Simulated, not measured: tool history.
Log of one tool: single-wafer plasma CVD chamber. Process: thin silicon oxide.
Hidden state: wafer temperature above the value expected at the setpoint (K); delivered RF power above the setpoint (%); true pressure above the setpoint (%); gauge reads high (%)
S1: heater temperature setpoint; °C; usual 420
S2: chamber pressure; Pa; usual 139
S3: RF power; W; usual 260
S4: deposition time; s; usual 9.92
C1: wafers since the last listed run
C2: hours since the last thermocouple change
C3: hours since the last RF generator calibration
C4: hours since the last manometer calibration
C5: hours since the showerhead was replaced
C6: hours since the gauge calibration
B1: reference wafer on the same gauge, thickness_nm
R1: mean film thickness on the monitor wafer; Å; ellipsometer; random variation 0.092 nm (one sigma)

run     day   S1   S2   S3     S4    C1     C2      C3      C4      C5     C6      B1      R1
  1       0  415  139  260   9.92     0  393.9   751.5    1651  7540.3  279.4  20.694  217.87
  2   1.462  420  139  260   9.92  1622    429   786.6  1686.1  7575.4  314.5  20.702  219.06
  3   3.375  420  139  260   9.92  2121  474.9   832.5    1732  7621.3  360.4  20.696  217.57
  4   4.729  420  139  260   9.92  1502  507.4     865  1764.5  7653.8  392.9  20.709  219.37
  5   7.096  420  139  260   9.92  2625  564.2   921.8  1821.3  7710.6  449.7  20.686  219.69
  6   9.946  420  139  260   9.92  3162  632.6   990.2  1889.7    7779  518.1  20.687  218.95
  7  11.667  420  139  260   9.92  1909  673.9  1031.5    1931  7820.3  559.4   20.71  218.68
     12.929  -- gauge calibrated
       13.2  -- RF generator calibrated
  8  14.204  420  139  260   9.92  2445  734.8    24.1  1991.9  7881.2   30.6  20.704  218.51
     15.079  -- capacitance manometer re-zeroed and calibrated
  9  16.362  420  139  260   9.46  2024  786.6    75.9    30.8    7933   82.4  20.703  201.06
 10  17.712  416  128  260   9.27  1497    819   108.3    63.2  7965.4  114.8  20.706  186.74
 11  18.979  420  119  225  10.46  1405  849.4   138.7    93.6  7995.8  145.2  20.686  182.16
     20.312  -- showerhead replaced, of another model than before
 12   21.95  420  139  260   9.92  2926  920.7     210   164.9    39.3  216.5  20.695  212.41
     23.362  -- thermocouple changed; heater temperature recalibrated
 13  23.792  420  139  260   9.92  1673   10.3   254.2   209.1    83.5  260.7  20.712  212.57
 14  25.321  428  139  300   9.92  1696     47   290.9   245.8   120.2  297.4    20.7   234.4
 15  27.388  420  139  215   9.92  2292   96.6   340.5   295.4   169.8    347  20.698  169.53
 16  29.575  420  139  260   9.16  2427  149.1     393   347.9   222.3  399.5  20.698  195.87
 17  30.621  408  124  245   9.32  1160  174.2   418.1     373   247.4  424.6  20.724  181.51
 18  32.504  413  139  260  11.29  2089  219.4   463.3   418.2   292.6  469.8   20.71  242.48
 19  34.775  416  128  260   9.27  2519  273.9   517.8   472.7   347.1  524.3   20.69  194.47

3 ways to go on from here, each from the tool as it stands after run 19. What would each give?
  A  34.792  420  139  290   9.92  18  274.3  518.2  473.1  347.5  524.7   ?   ?
  B  34.792  430  105  260   9.92  18  274.3  518.2  473.1  347.5  524.7   ?   ?
  C  34.792  420  139  295  10.63  18  274.3  518.2  473.1  347.5  524.7   ?   ?

run      B1      R1
  A  20.689   232.3
  B  20.689  194.31
  C  20.689  252.04
Without the tool's hidden state the same runs would have given:
run      R1
  A  230.37
  B  192.27
  C  249.95
